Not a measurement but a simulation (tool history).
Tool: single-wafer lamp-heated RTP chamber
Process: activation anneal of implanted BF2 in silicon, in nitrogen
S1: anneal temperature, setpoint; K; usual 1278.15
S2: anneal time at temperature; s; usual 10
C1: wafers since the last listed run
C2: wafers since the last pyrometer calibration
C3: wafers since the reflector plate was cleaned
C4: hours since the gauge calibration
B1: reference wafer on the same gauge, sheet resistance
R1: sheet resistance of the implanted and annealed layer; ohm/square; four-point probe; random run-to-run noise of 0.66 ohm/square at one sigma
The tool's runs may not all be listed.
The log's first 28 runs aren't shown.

run,hour,S1,S2,C1,C2,C3,C4,B1,R1
29,369.8,1278.15,10,201,3557,3557,252.5,151.86,160.59
30,378.2,1255.15,8,133,3691,3691,260.9,151.94,189.98
31,392.9,1278.15,10,233,3924,3924,275.6,152.08,160.72
32,409.1,1278.15,10,257,4182,4182,291.8,151.92,159.19
33,424.1,1258.15,12,238,4420,4420,306.8,151.76,180.84
34,437.2,1249.15,4,208,4629,4629,319.9,152.03,204.6
35,447.9,1268.15,15,170,4799,4799,330.6,152.04,163.95
36,459.5,1286.15,8,184,4983,4983,342.2,151.88,156.17

Below are 5 alternative next runs, each starting from the tool's condition after run 36. Predict each:
A,459.9,1287.15,10,6,4989,4989,342.6,?,?
B,459.9,1300.15,10,6,4989,4989,342.6,?,?
C,459.9,1291.15,10,6,4989,4989,342.6,?,?
D,459.9,1288.15,7,6,4989,4989,342.6,?,?
E,459.9,1278.15,16,6,4989,4989,342.6,?,?

run,B1,R1
A,152.07,150.88
B,152.07,138.45
C,152.07,146.92
D,152.07,156.77
E,152.07,150.48
Had the tool no hidden state, the same runs would have come out as:
run,R1
A,152.98
B,140.34
C,148.95
D,158.79
E,152.81
